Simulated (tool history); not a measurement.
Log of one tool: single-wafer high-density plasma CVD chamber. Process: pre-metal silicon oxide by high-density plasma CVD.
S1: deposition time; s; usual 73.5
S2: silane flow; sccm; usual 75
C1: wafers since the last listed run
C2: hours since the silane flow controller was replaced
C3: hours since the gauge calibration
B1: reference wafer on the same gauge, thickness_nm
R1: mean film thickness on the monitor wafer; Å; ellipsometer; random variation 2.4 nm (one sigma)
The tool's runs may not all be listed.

run    hour    S1  S2    C1      C2      C3       B1       R1
  1     0.0  73.5  75     0  3122.1   454.1  541.249  5692.29
  2    34.2  73.5  70   626  3156.3   488.3  540.476  5323.97
  3    64.3  73.5  70   551  3186.4   518.4  541.472  5333.55
  4   129.3  73.5  70  1190  3251.4   583.4  540.793  5296.53
  5   168.1  73.5  75   710  3290.2   622.2  541.223  5679.99
  6   224.6  73.5  75  1034  3346.7   678.7  541.934  5645.11
  7   254.0  73.5  75   538  3376.1   708.1  541.461  5732.59
  8   324.4  73.5  75  1289  3446.5   778.5  540.483  5721.93
  9   387.3  73.5  75  1151  3509.4   841.4  540.512  5749.70
 10   419.5  73.5  75   589  3541.6   873.6  541.334  5718.34
 11   460.9  73.5  75   758  3583.0   915.0  540.747  5715.69
 12   527.3  73.5  75  1216  3649.4   981.4  541.471  5725.68
 13   597.4  73.5  75  1283  3719.5  1051.5  540.749  5719.17
 14   651.7  73.5  75   994  3773.8  1105.8  541.729  5773.26
 15   711.9  73.5  75  1102  3834.0  1166.0  541.662  5712.91
 16   774.0  81.2  75  1137  3896.1  1228.1  540.865  6301.63
 17   817.4  81.2  75   794  3939.5  1271.5  541.091  6313.47
 18   861.5  79.2  85   807  3983.6  1315.6  541.197  7049.03
 19   918.7  83.3  85  1047  4040.8  1372.8  542.093  7390.97
 20   975.9  86.0  63  1047  4098.0  1430.0  541.046  5657.58
     1004.5  -- silane flow controller replaced
 21  1007.5  86.7  81   432     3.0  1461.6  540.714  7530.50
 22  1147.5  73.5  75  2563   143.0  1601.6  540.622  5932.03
 23  1182.2  73.5  75   635   177.7  1636.3  541.857  5967.80
 24  1249.5  81.3  69  1232   245.0  1703.6  539.853  6053.23
 25  1281.2  73.5  75   580   276.7  1735.3  540.440  5942.34
 26  1311.3  86.3  85   551   306.8  1765.4  541.805  7953.74
     1371.4  -- silane flow controller replaced, repeated, since the last time left the tool worse
 27  1371.9  61.7  88   963     0.5  1826.0  541.167  5461.15
 28  1420.7  80.6  75   893    49.3  1874.8  540.773  6089.90
     1569.2  -- gauge calibrated
 29  1636.4  61.4  90  3950   265.0    67.2  539.781  5549.08
 30  1660.7  73.5  75   445   289.3    91.5  540.838  5581.09
 31  1720.2  59.9  85  1089   348.8   151.0  540.762  5157.21
 32  1789.5  79.0  86  1269   418.1   220.3  540.861  6847.35
 33  1957.1  87.1  75  3069   585.7   387.9  540.439  6626.19
 34  2008.7  78.9  83   944   637.3   439.5  541.463  6650.23
 35  2047.0  87.4  81   701   675.6   477.8  541.362  7179.75

The tool's hidden state at each run:
gauge reads high (%): 0 in every run
H1: delivered silane flow above the setpoint (%)
run       H1
  1     1.93
  2     1.96
  3     1.99
  4     2.04
  5     2.08
  6     2.13
  7     2.16
  8     2.22
  9     2.27
 10      2.3
 11     2.34
 12      2.4
 13     2.46
 14     2.51
 15     2.57
 16     2.62
 17     2.66
 18      2.7
 19     2.75
 20      2.8
 21     6.29
 22     6.41
 23     6.45
 24     6.51
 25     6.53
 26     6.56
 27   -0.635
 28   -0.592
 29   -0.399
 30   -0.377
 31   -0.324
 32   -0.262
 33   -0.112
 34  -0.0655
 35  -0.0312
